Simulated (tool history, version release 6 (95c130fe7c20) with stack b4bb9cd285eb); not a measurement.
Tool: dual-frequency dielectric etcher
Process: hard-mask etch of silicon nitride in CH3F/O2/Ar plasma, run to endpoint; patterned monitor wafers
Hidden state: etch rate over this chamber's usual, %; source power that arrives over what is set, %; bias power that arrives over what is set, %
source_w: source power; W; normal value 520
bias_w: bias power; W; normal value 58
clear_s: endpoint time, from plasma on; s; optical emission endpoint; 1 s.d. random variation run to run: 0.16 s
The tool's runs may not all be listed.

| run | hour | source_w | bias_w | wafers since the last listed run | hours since the last wet clean | hours since the last source power generator calibration | hours since the last bias power generator calibration | hours since the last upper electrode change | incoming incoming film thickness, nm | clear_s |
|---|---|---|---|---|---|---|---|---|---|---|
| 1 | 0 | 520 | 61 | 0 | 169.2 | 3772.5 | 3930.2 | 4674 | 36.63 | 52.2 |
| 2 | 66.1 | 520 | 58 | 519 | 235.3 | 3838.6 | 3996.3 | 4740.1 | 36.81 | 53.7 |
| 3 | 155.6 | 520 | 58 | 703 | 324.8 | 3928.1 | 4085.8 | 4829.6 | 36.83 | 53.7 |
|  | 300.1 | wet clean of the chamber |
| 4 | 317.2 | 520 | 58 | 1081 | 17.1 | 4089.7 | 4247.4 | 4991.2 | 36.36 | 52.3 |
| 5 | 343.5 | 520 | 49 | 206 | 43.4 | 4116 | 4273.7 | 5017.5 | 36.66 | 56.5 |
| 6 | 401.7 | 520 | 49 | 457 | 101.6 | 4174.2 | 4331.9 | 5075.7 | 36.37 | 56.5 |
|  | 452.3 | upper electrode replaced |
| 7 | 456 | 570 | 63 | 238 | 155.9 | 4228.5 | 4386.2 | 3.7 | 36.87 | 50.2 |
| 8 | 484.7 | 570 | 63 | 225 | 184.6 | 4257.2 | 4414.9 | 32.4 | 36.91 | 50.2 |
|  | 535.4 | bias power generator calibrated |
| 9 | 537 | 520 | 66 | 379 | 236.9 | 4309.5 | 1.6 | 84.7 | 37.02 | 51.6 |
| 10 | 580.6 | 520 | 66 | 342 | 280.5 | 4353.1 | 45.2 | 128.3 | 36.68 | 51.1 |
| 11 | 679 | 520 | 66 | 773 | 378.9 | 4451.5 | 143.6 | 226.7 | 36.59 | 51.4 |
| 12 | 727.6 | 520 | 58 | 381 | 427.5 | 4500.1 | 192.2 | 275.3 | 36.96 | 54.6 |
| 13 | 760.6 | 520 | 58 | 259 | 460.5 | 4533.1 | 225.2 | 308.3 | 37.06 | 55.1 |
|  | 790.3 | wet clean of the chamber |
| 14 | 827.7 | 430 | 69 | 338 | 37.4 | 4600.2 | 292.3 | 375.4 | 36.81 | 53.3 |
| 15 | 856.2 | 520 | 48 | 224 | 65.9 | 4628.7 | 320.8 | 403.9 | 36.66 | 57.1 |
| 16 | 913.3 | 520 | 58 | 448 | 123 | 4685.8 | 377.9 | 461 | 36.44 | 52.8 |
| 17 | 944.3 | 520 | 62 | 243 | 154 | 4716.8 | 408.9 | 492 | 37.14 | 52.6 |
| 18 | 985.5 | 570 | 50 | 323 | 195.2 | 4758 | 450.1 | 533.2 | 36.69 | 54.8 |
|  | 991.1 | source power generator calibrated |
| 19 | 1011 | 420 | 68 | 168 | 220.7 | 19.9 | 475.6 | 558.7 | 36.4 | 53.8 |
| 20 | 1143.4 | 620 | 58 | 1040 | 353.1 | 152.3 | 608 | 691.1 | 37.02 | 50.8 |
| 21 | 1181.1 | 610 | 62 | 296 | 390.8 | 190 | 645.7 | 728.8 | 36.67 | 49.4 |
| 22 | 1218.5 | 520 | 48 | 293 | 428.2 | 227.4 | 683.1 | 766.2 | 36.65 | 58.3 |
|  | 1272.1 | wet clean of the chamber |
| 23 | 1286.3 | 520 | 72 | 344 | 14.2 | 295.2 | 750.9 | 834 | 36.7 | 48.7 |
| 24 | 1353 | 520 | 45 | 524 | 80.9 | 361.9 | 817.6 | 900.7 | 37 | 59.3 |
| 25 | 1381.2 | 640 | 71 | 221 | 109.1 | 390.1 | 845.8 | 928.9 | 36.54 | 45.4 |
| 26 | 1436.4 | 480 | 64 | 433 | 164.3 | 445.3 | 901 | 984.1 | 36.71 | 53.3 |
| 27 | 1463.8 | 410 | 49 | 215 | 191.7 | 472.7 | 928.4 | 1011.5 | 36.58 | 62.6 |

Give the tool's hidden conditions for every run:
source power that arrives over what is set, %: 0 at every run
bias power that arrives over what is set, %: 0 at every run
H1: etch rate over this chamber's usual, %
| run | H1 |
|---|---|
| 1 | -1.05 |
| 2 | -1.5 |
| 3 | -2.1 |
| 4 | -0.297 |
| 5 | -0.476 |
| 6 | -0.87 |
| 7 | -1.24 |
| 8 | -1.43 |
| 9 | -1.79 |
| 10 | -2.08 |
| 11 | -2.75 |
| 12 | -3.08 |
| 13 | -3.3 |
| 14 | -0.4 |
| 15 | -0.593 |
| 16 | -0.979 |
| 17 | -1.19 |
| 18 | -1.47 |
| 19 | -1.64 |
| 20 | -2.54 |
| 21 | -2.79 |
| 22 | -3.05 |
| 23 | -0.571 |
| 24 | -1.02 |
| 25 | -1.21 |
| 26 | -1.59 |
| 27 | -1.77 |
